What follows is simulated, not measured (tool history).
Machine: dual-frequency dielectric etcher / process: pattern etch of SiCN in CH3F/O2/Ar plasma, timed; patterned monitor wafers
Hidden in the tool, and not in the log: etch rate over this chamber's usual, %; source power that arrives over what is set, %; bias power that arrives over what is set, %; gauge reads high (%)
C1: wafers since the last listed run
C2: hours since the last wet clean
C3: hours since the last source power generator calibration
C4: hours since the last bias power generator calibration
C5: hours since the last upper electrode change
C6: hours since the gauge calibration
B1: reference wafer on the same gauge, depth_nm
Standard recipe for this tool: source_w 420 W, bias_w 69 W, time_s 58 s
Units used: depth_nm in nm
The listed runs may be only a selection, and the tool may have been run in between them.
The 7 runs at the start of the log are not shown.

{"run": 8, "day": 13.612, "source_w": 420, "bias_w": 69, "time_s": 58, "C1": 551, "C2": 182.8, "C3": 1661.6, "C4": 4730.5, "C5": 5074.7, "C6": 1173.7, "B1": 17.51, "depth_nm": 21.18}
{"run": 9, "day": 14.683, "source_w": 420, "bias_w": 69, "time_s": 58, "C1": 232, "C2": 208.5, "C3": 1687.3, "C4": 4756.2, "C5": 5100.4, "C6": 1199.4, "B1": 17.47, "depth_nm": 20.91}
{"run": 10, "day": 17.188, "source_w": 420, "bias_w": 69, "time_s": 58, "C1": 544, "C2": 268.6, "C3": 1747.4, "C4": 4816.3, "C5": 5160.5, "C6": 1259.5, "B1": 17.54, "depth_nm": 20.82}
{"run": 11, "day": 19.338, "source_w": 420, "bias_w": 69, "time_s": 58, "C1": 467, "C2": 320.2, "C3": 1799, "C4": 4867.9, "C5": 5212.1, "C6": 1311.1, "B1": 17.51, "depth_nm": 20.65}
{"run": 12, "day": 21.267, "source_w": 420, "bias_w": 69, "time_s": 58, "C1": 419, "C2": 366.5, "C3": 1845.3, "C4": 4914.2, "C5": 5258.4, "C6": 1357.4, "B1": 17.51, "depth_nm": 20.6}
{"day": 23.392, "done": "wet clean of the chamber"}
{"day": 23.825, "done": "gauge calibrated"}
{"run": 13, "day": 24.542, "source_w": 460, "bias_w": 69, "time_s": 58, "C1": 494, "C2": 27.6, "C3": 1923.9, "C4": 4992.8, "C5": 5337, "C6": 17.2, "B1": 17.5, "depth_nm": 24}
{"run": 14, "day": 26.683, "source_w": 460, "bias_w": 69, "time_s": 58, "C1": 465, "C2": 79, "C3": 1975.3, "C4": 5044.2, "C5": 5388.4, "C6": 68.6, "B1": 17.51, "depth_nm": 24.16}
{"day": 27.946, "done": "upper electrode replaced"}
{"run": 15, "day": 29.212, "source_w": 420, "bias_w": 69, "time_s": 58, "C1": 332, "C2": 139.7, "C3": 2036, "C4": 5104.9, "C5": 30.4, "C6": 129.3, "B1": 17.48, "depth_nm": 22.56}
{"run": 16, "day": 30.517, "source_w": 390, "bias_w": 85, "time_s": 49, "C1": 283, "C2": 171, "C3": 2067.3, "C4": 5136.2, "C5": 61.7, "C6": 160.6, "B1": 17.53, "depth_nm": 19.6}
{"day": 31.3, "done": "source power generator calibrated"}
{"run": 17, "day": 33.129, "source_w": 420, "bias_w": 80, "time_s": 75, "C1": 532, "C2": 233.7, "C3": 43.9, "C4": 5198.9, "C5": 124.4, "C6": 223.3, "B1": 17.51, "depth_nm": 30.53}
{"day": 36.279, "done": "wet clean of the chamber, repeated, since the last time left the tool worse"}
{"run": 18, "day": 36.3, "source_w": 370, "bias_w": 69, "time_s": 58, "C1": 472, "C2": 0.5, "C3": 120, "C4": 5275, "C5": 200.5, "C6": 299.4, "B1": 17.46, "depth_nm": 19.89}
{"run": 19, "day": 37.617, "source_w": 490, "bias_w": 54, "time_s": 49, "C1": 286, "C2": 32.1, "C3": 151.6, "C4": 5306.6, "C5": 232.1, "C6": 331, "B1": 17.49, "depth_nm": 18.06}
{"day": 38.679, "done": "bias power generator calibrated"}
{"run": 20, "day": 38.746, "source_w": 420, "bias_w": 63, "time_s": 52.5, "C1": 209, "C2": 59.2, "C3": 178.7, "C4": 1.6, "C5": 259.2, "C6": 358.1, "B1": 17.5, "depth_nm": 18.48}
{"run": 21, "day": 41.375, "source_w": 500, "bias_w": 69, "time_s": 66.5, "C1": 571, "C2": 122.3, "C3": 241.8, "C4": 64.7, "C5": 322.3, "C6": 421.2, "B1": 17.5, "depth_nm": 26.6}
{"run": 22, "day": 43.333, "source_w": 520, "bias_w": 63, "time_s": 46.5, "C1": 425, "C2": 169.3, "C3": 288.8, "C4": 111.7, "C5": 369.3, "C6": 468.2, "B1": 17.48, "depth_nm": 18.24}
{"run": 23, "day": 45.004, "source_w": 420, "bias_w": 69, "time_s": 58, "C1": 363, "C2": 209.4, "C3": 328.9, "C4": 151.8, "C5": 409.4, "C6": 508.3, "B1": 17.52, "depth_nm": 20.87}
{"run": 24, "day": 46.458, "source_w": 370, "bias_w": 69, "time_s": 47, "C1": 316, "C2": 244.3, "C3": 363.8, "C4": 186.7, "C5": 444.3, "C6": 543.2, "B1": 17.47, "depth_nm": 15.74}

Expected results for the next run?
{"run": 25, "day": 48.821, "source_w": 420, "bias_w": 69, "time_s": 58, "C1": 513, "C2": 301, "C3": 420.5, "C4": 243.4, "C5": 501, "C6": 599.9, "B1": "?", "depth_nm": "?"}

Run 25 measured B1 17.49, depth_nm 20.57 nm.
The same run, on a tool lacking any hidden state, would have yielded depth_nm 21.27 nm.
